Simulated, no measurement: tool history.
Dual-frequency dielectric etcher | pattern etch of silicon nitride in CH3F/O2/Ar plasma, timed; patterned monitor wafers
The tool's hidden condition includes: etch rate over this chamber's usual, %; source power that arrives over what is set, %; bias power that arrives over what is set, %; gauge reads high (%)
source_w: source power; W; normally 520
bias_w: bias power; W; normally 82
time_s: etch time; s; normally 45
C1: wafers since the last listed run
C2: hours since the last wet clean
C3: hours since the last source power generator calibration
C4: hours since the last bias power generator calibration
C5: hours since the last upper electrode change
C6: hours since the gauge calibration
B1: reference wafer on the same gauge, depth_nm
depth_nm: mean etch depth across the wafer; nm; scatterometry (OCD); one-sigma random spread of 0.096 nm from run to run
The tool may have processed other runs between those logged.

Run 1, day 0: usual settings but bias_w 66 W; C1 0; C2 628; C3 2088.5; C4 1541.1; C5 1760.5; C6 61.5; B1 42.3. Result: depth_nm 37.15 nm.
At day 0.979: wet clean of the chamber.
Run 2, day 3.033: usual settings but bias_w 66 W; C1 814; C2 49.3; C3 2161.3; C4 1613.9; C5 1833.3; C6 134.3; B1 42.3. Result: depth_nm 36.26 nm.
Run 3, day 5.862: usual settings but bias_w 66 W; C1 1122; C2 117.2; C3 2229.2; C4 1681.8; C5 1901.2; C6 202.2; B1 42.32. Result: depth_nm 36.57 nm.
Run 4, day 8.471: usual settings; C1 1035; C2 179.8; C3 2291.8; C4 1744.4; C5 1963.8; C6 264.8; B1 42.3. Result: depth_nm 39.83 nm.
Run 5, day 10.671: usual settings; C1 872; C2 232.6; C3 2344.6; C4 1797.2; C5 2016.6; C6 317.6; B1 42.3. Result: depth_nm 39.74 nm.
Run 6, day 14.312: usual settings; C1 1445; C2 320; C3 2432; C4 1884.6; C5 2104; C6 405; B1 42.3. Result: depth_nm 39.73 nm.
Run 7, day 18.325: usual settings; C1 1592; C2 416.3; C3 2528.3; C4 1980.9; C5 2200.3; C6 501.3; B1 42.31. Result: depth_nm 40.03 nm.
At day 23.062: wet clean of the chamber.
Run 8, day 23.083: usual settings; C1 1491; C2 0.5; C3 2642.5; C4 2095.1; C5 2314.5; C6 615.5; B1 42.27. Result: depth_nm 38.7 nm.
At day 24.896: source power generator calibrated.
Run 9, day 25.533: usual settings; C1 906; C2 59.3; C3 15.3; C4 2153.9; C5 2373.3; C6 674.3; B1 42.3. Result: depth_nm 38.91 nm.
At day 25.8: bias power generator calibrated.
At day 29.246: upper electrode replaced.
Run 10, day 31.8: usual settings; C1 2023; C2 209.7; C3 165.7; C4 144; C5 61.3; C6 824.7; B1 42.3. Result: depth_nm 39.4 nm.
Run 11, day 40.279: usual settings; C1 3364; C2 413.2; C3 369.2; C4 347.5; C5 264.8; C6 1028.2; B1 42.29. Result: depth_nm 39.72 nm.
Run 12, day 42.817: usual settings but bias_w 72 W; C1 1006; C2 474.1; C3 430.1; C4 408.4; C5 325.7; C6 1089.1; B1 42.3. Result: depth_nm 37.95 nm.
At day 43.25: gauge calibrated.
Run 13, day 44.679: usual settings but source_w 440 W, bias_w 100 W, time_s 36.5 s; C1 739; C2 518.8; C3 474.8; C4 453.1; C5 370.4; C6 34.3; B1 42.27. Result: depth_nm 33.21 nm.
At day 46.429: wet clean of the chamber.
Run 14, day 48.542: usual settings; C1 1135; C2 50.7; C3 567.5; C4 545.8; C5 463.1; C6 127; B1 42.33. Result: depth_nm 39.04 nm.
Run 15, day 51.029: usual settings but bias_w 70 W, time_s 36.5 s; C1 987; C2 110.4; C3 627.2; C4 605.5; C5 522.8; C6 186.7; B1 42.3. Result: depth_nm 29.76 nm.
Run 16, day 54.2: usual settings but source_w 400 W, bias_w 76 W, time_s 41 s; C1 1258; C2 186.5; C3 703.3; C4 681.6; C5 598.9; C6 262.8; B1 42.3. Result: depth_nm 32.01 nm.
Run 17, day 58.558: usual settings but source_w 410 W, bias_w 93 W, time_s 50.5 s; C1 1729; C2 291.1; C3 807.9; C4 786.2; C5 703.5; C6 367.4; B1 42.31. Result: depth_nm 43.22 nm.
Run 18, day 61.467: usual settings but source_w 410 W, bias_w 93 W, time_s 50.5 s; C1 1154; C2 360.9; C3 877.7; C4 856; C5 773.3; C6 437.2; B1 42.27. Result: depth_nm 43.33 nm.
Run 19, day 63.779: usual settings but source_w 640 W, bias_w 67 W; C1 917; C2 416.4; C3 933.2; C4 911.5; C5 828.8; C6 492.7; B1 42.3. Result: depth_nm 39.25 nm.
Run 20, day 65.55: usual settings but source_w 440 W, bias_w 67 W, time_s 41 s; C1 702; C2 458.9; C3 975.7; C4 954; C5 871.3; C6 535.2; B1 42.27. Result: depth_nm 31.96 nm.
Run 21, day 67.592: usual settings but source_w 440 W, bias_w 67 W, time_s 41 s; C1 810; C2 507.9; C3 1024.7; C4 1003; C5 920.3; C6 584.2; B1 42.3. Result: depth_nm 31.99 nm.

Consider 5 possible next runs. They are alternatives, not a sequence: every one starts from the tool as it was left by run 21. What does each give?
Run A, day 67.608: usual settings; C1 6; C2 508.3; C3 1025.1; C4 1003.4; C5 920.7; C6 584.6; B1 ?. Result: depth_nm ?.
Run B, day 67.608: usual settings but source_w 610 W; C1 6; C2 508.3; C3 1025.1; C4 1003.4; C5 920.7; C6 584.6; B1 ?. Result: depth_nm ?.
Run C, day 67.608: usual settings but source_w 410 W, bias_w 89 W, time_s 38.5 s; C1 6; C2 508.3; C3 1025.1; C4 1003.4; C5 920.7; C6 584.6; B1 ?. Result: depth_nm ?.
Run D, day 67.608: usual settings but bias_w 101 W; C1 6; C2 508.3; C3 1025.1; C4 1003.4; C5 920.7; C6 584.6; B1 ?. Result: depth_nm ?.
Run E, day 67.608: usual settings but source_w 590 W, bias_w 67 W, time_s 53 s; C1 6; C2 508.3; C3 1025.1; C4 1003.4; C5 920.7; C6 584.6; B1 ?. Result: depth_nm ?.

run     B1  depth_nm
  A  42.29     39.84
  B  42.29     41.87
  C  42.29     32.73
  D  42.29     43.05
  E  42.29     45.41
What these runs would have given with no unlogged condition in the tool:
run  depth_nm
  A     39.44
  B     41.45
  C     32.42
  D     42.65
  E     44.93

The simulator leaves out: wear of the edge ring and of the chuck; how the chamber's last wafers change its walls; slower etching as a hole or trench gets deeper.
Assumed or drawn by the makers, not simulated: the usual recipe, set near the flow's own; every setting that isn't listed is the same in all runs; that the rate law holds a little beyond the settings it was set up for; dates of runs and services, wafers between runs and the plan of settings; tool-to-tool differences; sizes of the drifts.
